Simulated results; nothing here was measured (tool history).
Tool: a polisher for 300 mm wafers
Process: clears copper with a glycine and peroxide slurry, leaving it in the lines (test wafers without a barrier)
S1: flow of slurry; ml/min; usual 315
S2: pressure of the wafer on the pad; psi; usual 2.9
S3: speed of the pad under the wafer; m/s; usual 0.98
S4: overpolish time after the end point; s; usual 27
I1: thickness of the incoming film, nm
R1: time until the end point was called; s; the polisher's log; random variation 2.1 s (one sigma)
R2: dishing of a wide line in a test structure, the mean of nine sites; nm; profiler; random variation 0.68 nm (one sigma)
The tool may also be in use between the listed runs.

{"run": 1, "day": 0.0, "S1": 265, "S2": 2.9, "S3": 0.98, "S4": 27, "I1": 719.4, "R1": 133.4, "R2": 40.3}
{"run": 2, "day": 0.425, "S1": 265, "S2": 2.9, "S3": 0.98, "S4": 27, "I1": 718.3, "R1": 132.1, "R2": 40.6}
{"day": 1.079, "done": "worn pad replaced by a new one"}
{"run": 3, "day": 2.079, "S1": 365, "S2": 2.9, "S3": 0.98, "S4": 27, "I1": 695.1, "R1": 117.1, "R2": 41.6}
{"run": 4, "day": 2.658, "S1": 315, "S2": 2.9, "S3": 0.98, "S4": 27, "I1": 710.2, "R1": 128.8, "R2": 41.8}
{"run": 5, "day": 3.362, "S1": 315, "S2": 2.9, "S3": 0.98, "S4": 27, "I1": 708, "R1": 129.4, "R2": 41.5}
{"run": 6, "day": 3.979, "S1": 315, "S2": 2.9, "S3": 0.98, "S4": 27, "I1": 701.4, "R1": 126.9, "R2": 39.7}
{"run": 7, "day": 4.488, "S1": 315, "S2": 2.9, "S3": 0.98, "S4": 27, "I1": 713.3, "R1": 129.2, "R2": 41.4}
{"run": 8, "day": 4.992, "S1": 315, "S2": 3.5, "S3": 0.98, "S4": 27, "I1": 710.5, "R1": 115.5, "R2": 40.6}
{"run": 9, "day": 5.492, "S1": 315, "S2": 3.5, "S3": 0.98, "S4": 27, "I1": 709.2, "R1": 120.9, "R2": 41.1}
{"run": 10, "day": 5.95, "S1": 315, "S2": 3.5, "S3": 0.98, "S4": 27, "I1": 712.7, "R1": 121.3, "R2": 41.6}
{"run": 11, "day": 6.321, "S1": 315, "S2": 2.9, "S3": 0.98, "S4": 27, "I1": 701, "R1": 129.3, "R2": 41.7}
{"day": 6.512, "done": "worn pad replaced by a new one"}
{"run": 12, "day": 6.692, "S1": 315, "S2": 2.9, "S3": 0.98, "S4": 27, "I1": 723.6, "R1": 119.4, "R2": 41.1}
{"run": 13, "day": 7.229, "S1": 315, "S2": 2.9, "S3": 0.98, "S4": 27, "I1": 702.7, "R1": 122.6, "R2": 42.1}
{"run": 14, "day": 7.729, "S1": 315, "S2": 2.9, "S3": 0.98, "S4": 27, "I1": 698.4, "R1": 121.6, "R2": 40.6}
{"run": 15, "day": 8.088, "S1": 315, "S2": 2.9, "S3": 0.98, "S4": 27, "I1": 716.6, "R1": 131.1, "R2": 40.1}
{"run": 16, "day": 9.471, "S1": 315, "S2": 2.9, "S3": 0.98, "S4": 27, "I1": 720.5, "R1": 136.8, "R2": 41.8}
{"run": 17, "day": 10.088, "S1": 315, "S2": 2.9, "S3": 0.98, "S4": 27, "I1": 715.8, "R1": 133, "R2": 41.4}
{"run": 18, "day": 10.488, "S1": 270, "S2": 2.9, "S3": 0.98, "S4": 14, "I1": 710.6, "R1": 134, "R2": 32.7}
{"run": 19, "day": 10.862, "S1": 315, "S2": 2.9, "S3": 0.98, "S4": 27, "I1": 708.5, "R1": 128.2, "R2": 40.8}
{"day": 11.171, "done": "worn pad replaced by a new one"}
{"run": 20, "day": 11.192, "S1": 315, "S2": 3.7, "S3": 0.98, "S4": 39, "I1": 706.7, "R1": 97.7, "R2": 44.4}
{"run": 21, "day": 11.55, "S1": 315, "S2": 2.9, "S3": 0.98, "S4": 27, "I1": 695.6, "R1": 117.8, "R2": 40.4}
{"day": 11.729, "done": "head pressure recalibrated"}
{"run": 22, "day": 12.162, "S1": 370, "S2": 3.7, "S3": 0.98, "S4": 27, "I1": 716.1, "R1": 109.3, "R2": 42.1}
{"run": 23, "day": 14.317, "S1": 315, "S2": 2.9, "S3": 0.98, "S4": 27, "I1": 710.2, "R1": 136.6, "R2": 41.6}
{"run": 24, "day": 14.625, "S1": 315, "S2": 3.4, "S3": 1.06, "S4": 13, "I1": 714.2, "R1": 116.5, "R2": 32.6}
{"day": 15.533, "done": "slurry nozzle cleaned"}
{"day": 15.979, "done": "worn pad replaced by a new one"}
{"run": 25, "day": 16.0, "S1": 315, "S2": 2.9, "S3": 0.98, "S4": 27, "I1": 710.3, "R1": 117.1, "R2": 41}
{"run": 26, "day": 16.629, "S1": 225, "S2": 3.5, "S3": 0.76, "S4": 37, "I1": 706.3, "R1": 128.4, "R2": 43.9}
{"run": 27, "day": 17.162, "S1": 315, "S2": 2.9, "S3": 0.66, "S4": 27, "I1": 703.8, "R1": 152.7, "R2": 40.4}
{"run": 28, "day": 17.862, "S1": 315, "S2": 2.9, "S3": 1.18, "S4": 15, "I1": 709.6, "R1": 112.6, "R2": 35.2}
{"run": 29, "day": 18.171, "S1": 315, "S2": 2.9, "S3": 0.98, "S4": 27, "I1": 722.8, "R1": 125.3, "R2": 40.8}
{"run": 30, "day": 18.504, "S1": 390, "S2": 2.1, "S3": 0.98, "S4": 27, "I1": 707.9, "R1": 150.2, "R2": 38.9}
{"run": 31, "day": 18.804, "S1": 390, "S2": 2, "S3": 1.26, "S4": 32, "I1": 711.1, "R1": 132.7, "R2": 40.5}

Run 32 comes next. What will it give?
{"run": 32, "day": 19.521, "S1": 220, "S2": 3.6, "S3": 0.7, "S4": 39, "I1": 710.7, "R1": "?", "R2": "?"}

Run 32 gave R1 148.4 s, R2 44 nm.
Without the tool's hidden state the same run would have given R1 130.6 s, R2 44.6 nm.
